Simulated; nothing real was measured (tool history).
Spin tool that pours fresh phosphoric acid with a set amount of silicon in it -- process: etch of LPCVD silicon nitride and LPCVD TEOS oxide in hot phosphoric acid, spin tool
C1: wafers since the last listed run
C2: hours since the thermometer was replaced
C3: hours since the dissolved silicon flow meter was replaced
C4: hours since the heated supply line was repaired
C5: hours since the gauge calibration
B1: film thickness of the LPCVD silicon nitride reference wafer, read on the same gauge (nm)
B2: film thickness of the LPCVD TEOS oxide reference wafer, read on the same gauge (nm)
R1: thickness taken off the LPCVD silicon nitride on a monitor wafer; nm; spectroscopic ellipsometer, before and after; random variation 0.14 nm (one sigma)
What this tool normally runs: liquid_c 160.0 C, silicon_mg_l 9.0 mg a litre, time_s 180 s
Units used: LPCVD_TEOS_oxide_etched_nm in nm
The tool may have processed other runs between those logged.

run 1 day=0.000 | liquid_c=160.0 silicon_mg_l=12.5 time_s=115 | C1=0 C2=304.3 C3=1458.1 C4=2605.0 C5=866.5 | B1=149.97 B2=119.978 | R1=10.74 LPCVD_TEOS_oxide_etched_nm=0.258
run 2 day=1.154 | liquid_c=159.5 silicon_mg_l=4.0 time_s=180 | C1=252 C2=332.0 C3=1485.8 C4=2632.7 C5=894.2 | B1=150.01 B2=120.004 | R1=16.70 LPCVD_TEOS_oxide_etched_nm=0.380
run 3 day=2.583 | liquid_c=163.0 silicon_mg_l=14.0 time_s=85 | C1=312 C2=366.3 C3=1520.1 C4=2667.0 C5=928.5 | B1=150.02 B2=120.012 | R1=8.88 LPCVD_TEOS_oxide_etched_nm=0.212
run 4 day=4.588 | liquid_c=162.5 silicon_mg_l=13.0 time_s=210 | C1=437 C2=414.4 C3=1568.2 C4=2715.1 C5=976.6 | B1=150.02 B2=119.954 | R1=21.84 LPCVD_TEOS_oxide_etched_nm=0.491
-- day=5.708 heated supply line repaired
-- day=8.796 thermometer replaced
run 5 day=13.121 | liquid_c=160.0 silicon_mg_l=14.0 time_s=210 | C1=1845 C2=103.8 C3=1773.0 C4=177.9 C5=1181.4 | B1=150.06 B2=120.022 | R1=20.55 LPCVD_TEOS_oxide_etched_nm=0.423
run 6 day=15.129 | liquid_c=163.0 silicon_mg_l=9.0 time_s=255 | C1=438 C2=152.0 C3=1821.2 C4=226.1 C5=1229.6 | B1=150.04 B2=120.018 | R1=27.38 LPCVD_TEOS_oxide_etched_nm=0.775
run 7 day=17.758 | liquid_c=160.0 silicon_mg_l=9.0 time_s=180 | C1=574 C2=215.1 C3=1884.3 C4=289.2 C5=1292.7 | B1=150.03 B2=119.988 | R1=17.99 LPCVD_TEOS_oxide_etched_nm=0.384
run 8 day=19.146 | liquid_c=161.5 silicon_mg_l=12.5 time_s=110 | C1=303 C2=248.4 C3=1917.6 C4=322.5 C5=1326.0 | B1=149.97 B2=120.000 | R1=11.53 LPCVD_TEOS_oxide_etched_nm=0.252
run 9 day=21.971 | liquid_c=160.0 silicon_mg_l=3.0 time_s=130 | C1=616 C2=316.2 C3=1985.4 C4=390.3 C5=1393.8 | B1=150.00 B2=119.979 | R1=13.06 LPCVD_TEOS_oxide_etched_nm=0.354
run 10 day=24.304 | liquid_c=160.0 silicon_mg_l=15.0 time_s=180 | C1=509 C2=372.2 C3=2041.4 C4=446.3 C5=1449.8 | B1=150.02 B2=120.025 | R1=18.27 LPCVD_TEOS_oxide_etched_nm=0.408
run 11 day=26.588 | liquid_c=162.5 silicon_mg_l=3.5 time_s=85 | C1=498 C2=427.0 C3=2096.2 C4=501.1 C5=1504.6 | B1=150.04 B2=119.990 | R1=9.40 LPCVD_TEOS_oxide_etched_nm=0.278
-- day=26.667 dissolved silicon flow meter replaced
run 12 day=28.042 | liquid_c=160.0 silicon_mg_l=2.5 time_s=210 | C1=308 C2=461.9 C3=33.0 C4=536.0 C5=1539.5 | B1=149.94 B2=120.011 | R1=21.37 LPCVD_TEOS_oxide_etched_nm=0.663
run 13 day=29.646 | liquid_c=158.5 silicon_mg_l=11.5 time_s=265 | C1=350 C2=500.4 C3=71.5 C4=574.5 C5=1578.0 | B1=150.03 B2=120.001 | R1=26.28 LPCVD_TEOS_oxide_etched_nm=0.543
-- day=30.225 gauge calibrated
run 14 day=32.642 | liquid_c=160.0 silicon_mg_l=9.0 time_s=180 | C1=654 C2=572.3 C3=143.4 C4=646.4 C5=58.0 | B1=150.02 B2=119.998 | R1=18.68 LPCVD_TEOS_oxide_etched_nm=0.485
-- day=33.996 thermometer replaced
run 15 day=34.092 | liquid_c=160.0 silicon_mg_l=9.0 time_s=180 | C1=307 C2=2.3 C3=178.2 C4=681.2 C5=92.8 | B1=149.95 B2=120.002 | R1=17.03 LPCVD_TEOS_oxide_etched_nm=0.505
run 16 day=35.479 | liquid_c=160.0 silicon_mg_l=9.0 time_s=180 | C1=303 C2=35.6 C3=211.5 C4=714.5 C5=126.1 | B1=150.01 B2=120.013 | R1=17.29 LPCVD_TEOS_oxide_etched_nm=0.456
run 17 day=38.221 | liquid_c=160.0 silicon_mg_l=9.0 time_s=210 | C1=598 C2=101.4 C3=277.3 C4=780.3 C5=191.9 | B1=149.99 B2=119.985 | R1=20.52 LPCVD_TEOS_oxide_etched_nm=0.521
run 18 day=40.388 | liquid_c=158.0 silicon_mg_l=6.5 time_s=70 | C1=473 C2=153.4 C3=329.3 C4=832.3 C5=243.9 | B1=150.01 B2=120.019 | R1=6.47 LPCVD_TEOS_oxide_etched_nm=0.132
run 19 day=41.467 | liquid_c=157.5 silicon_mg_l=9.0 time_s=110 | C1=235 C2=179.3 C3=355.2 C4=858.2 C5=269.8 | B1=150.01 B2=120.006 | R1=9.96 LPCVD_TEOS_oxide_etched_nm=0.176
run 20 day=43.817 | liquid_c=161.5 silicon_mg_l=14.0 time_s=285 | C1=513 C2=235.7 C3=411.6 C4=914.6 C5=326.2 | B1=149.99 B2=120.031 | R1=30.16 LPCVD_TEOS_oxide_etched_nm=0.610
run 21 day=45.083 | liquid_c=160.0 silicon_mg_l=9.0 time_s=180 | C1=276 C2=266.1 C3=442.0 C4=945.0 C5=356.6 | B1=149.99 B2=120.041 | R1=17.84 LPCVD_TEOS_oxide_etched_nm=0.371
run 22 day=52.529 | liquid_c=161.5 silicon_mg_l=9.0 time_s=180 | C1=1626 C2=444.8 C3=620.7 C4=1123.7 C5=535.3 | B1=149.99 B2=120.036 | R1=19.26 LPCVD_TEOS_oxide_etched_nm=0.529
run 23 day=53.654 | liquid_c=157.0 silicon_mg_l=5.5 time_s=225 | C1=245 C2=471.8 C3=647.7 C4=1150.7 C5=562.3 | B1=149.99 B2=119.979 | R1=20.43 LPCVD_TEOS_oxide_etched_nm=0.499

3 options for the next run, each taken on its own from the tool as it stands now. Forecast them:
run A day=53.675 | liquid_c=160.0 silicon_mg_l=9.0 time_s=180 | C1=4 C2=472.3 C3=648.2 C4=1151.2 C5=562.8 | B1=? B2=? | R1=? LPCVD_TEOS_oxide_etched_nm=?
run B day=53.675 | liquid_c=160.0 silicon_mg_l=6.0 time_s=90 | C1=4 C2=472.3 C3=648.2 C4=1151.2 C5=562.8 | B1=? B2=? | R1=? LPCVD_TEOS_oxide_etched_nm=?
run C day=53.675 | liquid_c=162.5 silicon_mg_l=15.5 time_s=80 | C1=4 C2=472.3 C3=648.2 C4=1151.2 C5=562.8 | B1=? B2=? | R1=? LPCVD_TEOS_oxide_etched_nm=?

run=A B1=149.98 B2=119.991 R1=18.44 LPCVD_TEOS_oxide_etched_nm=0.428
run=B B1=149.98 B2=119.991 R1=9.22 LPCVD_TEOS_oxide_etched_nm=0.228
run=C B1=149.98 B2=119.991 R1=8.90 LPCVD_TEOS_oxide_etched_nm=0.196
Take away the tool's hidden state, keep each run's random variation, and the runs would have read:
run=A R1=17.65 LPCVD_TEOS_oxide_etched_nm=0.388
run=B R1=8.82 LPCVD_TEOS_oxide_etched_nm=0.207
run=C R1=8.53 LPCVD_TEOS_oxide_etched_nm=0.178
